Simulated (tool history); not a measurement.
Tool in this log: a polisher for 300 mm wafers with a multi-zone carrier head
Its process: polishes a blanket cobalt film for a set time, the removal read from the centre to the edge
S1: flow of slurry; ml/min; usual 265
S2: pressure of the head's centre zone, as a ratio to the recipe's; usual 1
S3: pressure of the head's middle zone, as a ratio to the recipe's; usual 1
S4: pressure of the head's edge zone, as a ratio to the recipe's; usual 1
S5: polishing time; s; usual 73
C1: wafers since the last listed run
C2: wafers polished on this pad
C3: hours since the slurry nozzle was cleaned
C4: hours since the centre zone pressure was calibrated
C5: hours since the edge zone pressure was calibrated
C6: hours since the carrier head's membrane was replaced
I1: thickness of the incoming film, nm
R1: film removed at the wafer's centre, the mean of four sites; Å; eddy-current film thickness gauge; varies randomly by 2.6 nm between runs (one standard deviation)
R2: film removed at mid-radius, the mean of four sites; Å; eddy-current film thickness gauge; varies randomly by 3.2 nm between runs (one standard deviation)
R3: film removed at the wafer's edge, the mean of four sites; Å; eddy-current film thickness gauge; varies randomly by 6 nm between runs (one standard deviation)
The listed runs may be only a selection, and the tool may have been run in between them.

run,day,S1,S2,S3,S4,S5,C1,C2,C3,C4,C5,C6,I1,R1,R2,R3
1,0,265,1,1,1,73,0,3051,536.4,709.3,665.3,663.2,1102.5,3718,4038,4045
2,2.812,265,1,1.04,1,53,602,3654,603.9,776.8,732.8,730.7,1106.7,2688,3012,2967
# day 3.196: centre zone pressure recalibrated
3,7.3,265,1.11,1,1,81,943,4597,711.6,98.5,840.5,838.4,1093.1,4940,4409,4540
4,10.021,265,1,1,1,73,582,5180,776.9,163.8,905.8,903.7,1120.2,3932,3990,4000
# day 10.175: slurry nozzle cleaned
5,11.896,180,1,1.05,1,47,392,5573,41.3,208.8,950.8,948.7,1104.6,2369,2503,2449
6,13.796,345,0.89,1,1,73,407,5980,86.9,254.4,996.4,994.3,1110.2,3591,4070,4023
# day 15.071: worn pad replaced by a new one
7,18.029,335,0.92,1,1,73,871,633,188.5,356,1098,1095.9,1106.5,3840,4250,4197
8,20.975,265,1,1,1,73,631,1264,259.2,426.7,1168.7,1166.6,1099.8,4042,4130,4245
9,25.358,265,1,1,1.07,73,939,2203,364.4,531.9,1273.9,1271.8,1085.9,3948,4074,4354
10,28.262,265,1,1,1,73,622,2825,434.1,601.6,1343.6,1341.5,1118.7,3861,4083,4108
# day 28.446: edge zone pressure recalibrated
11,31.925,265,1,0.89,1,88,766,3592,522,689.5,83.5,1429.4,1112.1,4502,4351,5024
12,33.875,265,1,1,1,73,417,4010,568.8,736.3,130.3,1476.2,1099.8,3758,3988,4121
13,35.983,265,1.11,1,1,81,451,4462,619.4,786.9,180.9,1526.8,1102.6,4560,4441,4447
# day 36.746: centre zone pressure recalibrated
14,39.054,265,1,0.93,1.07,73,640,5102,693.1,55.4,254.6,1600.5,1118,3960,3775,4133
15,40.708,185,1.08,1,0.96,66,354,5456,732.8,95.1,294.3,1640.2,1123.3,3635,3384,3280
# day 41.833: slurry nozzle cleaned
# day 42.4: worn pad replaced by a new one
16,43.825,265,1,1,1,73,623,305,47.8,169.9,369.1,1715,1098.3,4148,4156,4125
17,49.125,265,1.11,1,1,90,1135,1441,175,297.1,496.3,1842.2,1095.8,5562,4974,4997
# day 49.75: carrier head's membrane replaced by a new one
18,53.021,265,1,1,1,73,790,2231,268.5,390.6,589.8,78.5,1102.8,4057,4104,4163
19,55.933,355,1,0.91,0.92,47,624,2855,338.4,460.5,659.7,148.4,1089,2642,2501,2602
20,58.675,265,1,0.96,1,73,587,3442,404.2,526.3,725.5,214.2,1115.7,3870,3910,4010
21,60.346,340,1,1,1.05,73,357,3800,444.3,566.4,765.6,254.3,1103,4003,4095,4288
22,63.417,190,1,1,1,73,657,4458,518,640.1,839.3,328,1097.4,3624,3784,3891

For each entry between runs, how does the tool's hidden state at the last listed run before it compare with that at the first listed run after it?
From run 2 to run 3: centre zone pressure recalibrated (day 3.196)
  removal rate lost through wear of the pad, %: 3.74 -> 4.6; deviation of the centre zone's pressure from its setpoint, %: -8.81 -> -0.328
  the result without the hidden state subtracted from the measured one, R1: -377 -> -255 Å; R2: -116 -> -212 Å; R3: -115 -> -219 Å
From run 4 to run 5: slurry nozzle cleaned (day 10.175)
  removal rate lost through wear of the pad, %: 5.12 -> 5.48; deviation of the centre zone's pressure from its setpoint, %: -0.53 -> -0.728
  the result without the hidden state subtracted from the measured one, R1: -234 -> -156 Å; R2: -215 -> -145 Å; R3: -216 -> -142 Å
From run 6 to run 7: worn pad replaced by a new one (day 15.071)
  removal rate lost through wear of the pad, %: 5.84 -> 1.01; deviation of the centre zone's pressure from its setpoint, %: -0.977 -> -1.71
  the result without the hidden state subtracted from the measured one, R1: -261 -> -108 Å; R2: -253 -> -43 Å; R3: -250 -> -43 Å
From run 10 to run 11: edge zone pressure recalibrated (day 28.446)
  removal rate lost through wear of the pad, %: 2.97 -> 3.66; deviation of the centre zone's pressure from its setpoint, %: -4.48 -> -5.82
  the result without the hidden state subtracted from the measured one, R1: -307 -> -462 Å; R2: -124 -> -164 Å; R3: -126 -> -192 Å
From run 13 to run 14: centre zone pressure recalibrated (day 36.746)
  removal rate lost through wear of the pad, %: 4.44 -> 5.02; deviation of the centre zone's pressure from its setpoint, %: -7.52 -> 0.351
  the result without the hidden state subtracted from the measured one, R1: -600 -> -195 Å; R2: -205 -> -200 Å; R3: -207 -> -218 Å
From run 15 to run 16: slurry nozzle cleaned (day 41.833); worn pad replaced by a new one (day 42.4)
  removal rate lost through wear of the pad, %: 5.34 -> 0.847; deviation of the centre zone's pressure from its setpoint, %: 0.28 -> 0.046
  the result without the hidden state subtracted from the measured one, R1: -195 -> -33 Å; R2: -191 -> -35 Å; R3: -185 -> -35 Å
From run 17 to run 18: carrier head's membrane replaced by a new one (day 49.75)
  removal rate lost through wear of the pad, %: 1.86 -> 2.6; deviation of the centre zone's pressure from its setpoint, %: -0.655 -> -1.41
  the result without the hidden state subtracted from the measured one, R1: -142 -> -169 Å; R2: -94 -> -109 Å; R3: -95 -> -111 Å
